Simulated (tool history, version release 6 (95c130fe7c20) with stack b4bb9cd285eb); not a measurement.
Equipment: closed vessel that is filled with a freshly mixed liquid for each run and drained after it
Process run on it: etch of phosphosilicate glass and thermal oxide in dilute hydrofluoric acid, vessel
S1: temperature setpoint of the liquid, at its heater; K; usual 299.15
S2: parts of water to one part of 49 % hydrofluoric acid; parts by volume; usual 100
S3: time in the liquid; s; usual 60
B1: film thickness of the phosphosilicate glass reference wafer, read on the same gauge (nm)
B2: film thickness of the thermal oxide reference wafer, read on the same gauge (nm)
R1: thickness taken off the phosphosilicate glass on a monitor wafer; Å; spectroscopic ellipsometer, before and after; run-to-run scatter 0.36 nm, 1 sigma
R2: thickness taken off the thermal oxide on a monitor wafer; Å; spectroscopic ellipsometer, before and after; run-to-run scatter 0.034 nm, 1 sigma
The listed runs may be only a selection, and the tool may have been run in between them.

Run 1, hour 0.0: usual settings; B1 49.99; B2 70.004. Result: R1 560.6 Å, R2 31.88 Å.
Run 2, hour 11.9: usual settings; B1 50.01; B2 69.991. Result: R1 560.0 Å, R2 32.10 Å.
Run 3, hour 34.4: usual settings; B1 49.97; B2 70.007. Result: R1 563.0 Å, R2 32.05 Å.
Run 4, hour 45.4: usual settings but S3 50 s; B1 50.05; B2 69.984. Result: R1 468.5 Å, R2 26.87 Å.
Run 5, hour 55.3: usual settings but S3 50 s; B1 49.97; B2 69.992. Result: R1 474.7 Å, R2 26.73 Å.
Run 6, hour 69.6: usual settings but S3 50 s; B1 49.96; B2 70.010. Result: R1 466.8 Å, R2 27.25 Å.
Run 7, hour 76.2: usual settings; B1 50.00; B2 70.005. Result: R1 566.6 Å, R2 31.89 Å.
At hour 76.4: gauge calibrated.
Run 8, hour 90.4: usual settings but S2 85 parts by volume, S3 45 s; B1 50.02; B2 70.005. Result: R1 503.1 Å, R2 28.95 Å.
Run 9, hour 103.0: usual settings but S2 85 parts by volume, S3 45 s; B1 49.99; B2 69.997. Result: R1 506.1 Å, R2 29.25 Å.
Run 10, hour 110.1: usual settings but S1 300.65 K, S2 115 parts by volume; B1 49.99; B2 69.989. Result: R1 512.0 Å, R2 29.17 Å.
Run 11, hour 118.1: usual settings; B1 49.94; B2 69.999. Result: R1 557.6 Å, R2 32.27 Å.
At hour 126.1: hydrofluoric acid flow meter replaced.
Run 12, hour 132.2: usual settings but S1 297.65 K, S2 115 parts by volume, S3 50 s; B1 50.00; B2 69.976. Result: R1 374.6 Å, R2 21.73 Å.
Run 13, hour 148.8: usual settings but S1 300.65 K, S2 115 parts by volume; B1 49.97; B2 69.994. Result: R1 516.5 Å, R2 29.11 Å.
Run 14, hour 165.3: usual settings but S1 297.15 K; B1 49.99; B2 70.006. Result: R1 516.2 Å, R2 29.86 Å.
Run 15, hour 176.7: usual settings but S1 297.15 K, S2 75 parts by volume, S3 50 s; B1 49.96; B2 70.002. Result: R1 592.8 Å, R2 34.25 Å.
Run 16, hour 184.7: usual settings but S1 296.15 K, S2 150 parts by volume, S3 85 s; B1 49.97; B2 69.991. Result: R1 446.4 Å, R2 24.98 Å.
Run 17, hour 190.7: usual settings but S1 302.65 K, S2 70 parts by volume, S3 95 s; B1 50.03; B2 70.007. Result: R1 1516.2 Å, R2 85.85 Å.
At hour 192.2: thermometer replaced.
Run 18, hour 202.7: usual settings but S1 303.65 K, S2 130 parts by volume, S3 40 s; B1 50.01; B2 69.998. Result: R1 325.8 Å, R2 18.95 Å.
Run 19, hour 219.8: usual settings but S2 140 parts by volume; B1 50.00; B2 69.983. Result: R1 378.0 Å, R2 22.07 Å.
Run 20, hour 232.6: usual settings; B1 50.04; B2 70.009. Result: R1 561.8 Å, R2 31.92 Å.
Run 21, hour 249.8: usual settings but S2 130 parts by volume, S3 75 s; B1 49.98; B2 69.985. Result: R1 523.1 Å, R2 29.19 Å.
Run 22, hour 263.6: usual settings; B1 50.03; B2 69.993. Result: R1 558.4 Å, R2 31.92 Å.
Run 23, hour 276.4: usual settings but S1 304.15 K, S2 135 parts by volume, S3 40 s; B1 49.99; B2 69.979. Result: R1 321.3 Å, R2 18.42 Å.
Run 24, hour 283.7: usual settings but S1 295.15 K, S2 60 parts by volume, S3 40 s; B1 50.00; B2 69.974. Result: R1 561.2 Å, R2 32.66 Å.
Run 25, hour 293.7: usual settings but S3 80 s; B1 49.98; B2 70.006. Result: R1 753.5 Å, R2 43.02 Å.
Run 26, hour 309.0: usual settings; B1 49.97; B2 69.991. Result: R1 561.7 Å, R2 32.60 Å.

Branching from run 26: 4 alternative next runs. What would each branch give?
Run A, hour 309.7: usual settings; B1 ?; B2 ?. Result: R1 ?, R2 ?.
Run B, hour 309.7: usual settings but S1 297.65 K, S2 125 parts by volume; B1 ?; B2 ?. Result: R1 ?, R2 ?.
Run C, hour 309.7: usual settings but S1 295.15 K, S2 140 parts by volume, S3 80 s; B1 ?; B2 ?. Result: R1 ?, R2 ?.
Run D, hour 309.7: usual settings but S1 303.65 K, S2 65 parts by volume; B1 ?; B2 ?. Result: R1 ?, R2 ?.

run     B1      B2      R1     R2
  A  50.02  69.994   560.3  32.06
  B  50.02  69.994   410.0  23.46
  C  50.02  69.994   435.2  24.90
  D  50.02  69.994  1077.5  61.64
With the hidden condition removed and each run's random variation left untouched, the same runs would have given:
run      R1     R2
  A   560.3  32.06
  B   410.0  23.46
  C   435.2  24.90
  D  1077.5  61.64

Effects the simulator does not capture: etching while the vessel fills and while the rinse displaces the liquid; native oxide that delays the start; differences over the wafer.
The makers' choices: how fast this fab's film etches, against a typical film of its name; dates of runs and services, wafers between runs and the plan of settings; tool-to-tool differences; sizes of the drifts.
